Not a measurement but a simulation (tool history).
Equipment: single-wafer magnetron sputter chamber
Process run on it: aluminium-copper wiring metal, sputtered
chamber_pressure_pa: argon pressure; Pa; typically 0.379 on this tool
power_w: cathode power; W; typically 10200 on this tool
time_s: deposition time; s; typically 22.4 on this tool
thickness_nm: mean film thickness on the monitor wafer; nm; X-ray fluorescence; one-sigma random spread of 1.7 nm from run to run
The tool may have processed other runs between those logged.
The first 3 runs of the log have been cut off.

run,hour,chamber_pressure_pa,power_w,time_s,wafers since the last listed run,wafers on the sputter target,hours since the last manometer calibration,hours since the magnet pack was replaced,hours since the gauge calibration,"read-back reference wafer on the same gauge, thickness_nm",thickness_nm
4,240.1,0.379,10850,21.2,2270,2422,671,3280.4,802.2,451.006,438.07
5,291.9,0.379,10200,22.4,1052,3474,722.8,3332.2,854,450.528,439.149
6,317.2,0.379,10200,22.4,513,3988,748.1,3357.5,879.3,450.845,439.176
7,384.4,0.379,10200,22.4,1364,5352,815.3,3424.7,946.5,450.779,438.412
8,444.6,0.298,10200,22.4,1222,6575,875.5,3484.9,1006.7,450.395,459.804
9,496.2,0.298,10200,22.4,1047,7623,927.1,3536.5,1058.3,451.102,464.491
# hour 522.1: sputter target and shields replaced
10,545.4,0.312,11700,22.4,836,473,976.3,3585.7,1107.5,450.874,507.443
11,607.1,0.379,10200,22.4,1253,1726,1038,3647.4,1169.2,451.21,435.457
12,632,0.379,10200,22.4,505,2232,1062.9,3672.3,1194.1,451.344,435.66
13,669,0.379,10200,22.4,751,2983,1099.9,3709.3,1231.1,450.499,435.135
14,729.1,0.379,10200,22.4,1220,4204,1160,3769.4,1291.2,450.922,438.341
# hour 744: capacitance manometer re-zeroed and calibrated
15,758.2,0.379,10200,22.4,428,4633,14.2,3798.5,1320.3,451.222,427.631
# hour 785.7: gauge calibrated
16,786.6,0.379,10200,22.4,576,5209,42.6,3826.9,0.9,451.232,432.646
17,814.2,0.379,10200,22.4,560,5770,70.2,3854.5,28.5,450.931,431.682
# hour 970: sputter target and shields replaced
18,1008.8,0.331,11700,26.9,3789,788,264.8,4049.1,223.1,450.817,588.772
19,1057,0.307,10200,20.5,978,1766,313,4097.3,271.3,451.166,414.758
20,1129.8,0.379,10200,20.3,1478,3245,385.8,4170.1,344.1,451.207,388.981

The next listed run, before its measurement:
# hour 1150.7: capacitance manometer re-zeroed and calibrated, repeated, since the last time left the tool worse
21,1181.4,0.379,11250,21.1,885,4130,30.7,4221.7,395.7,?,?

{"run 21": {"read-back reference wafer on the same gauge, thickness_nm": 450.732, "thickness_nm": 447.843}}
Take away the tool's hidden state, keep the run-to-run variation as it was, and the same run would have given thickness_nm 448.893 nm.
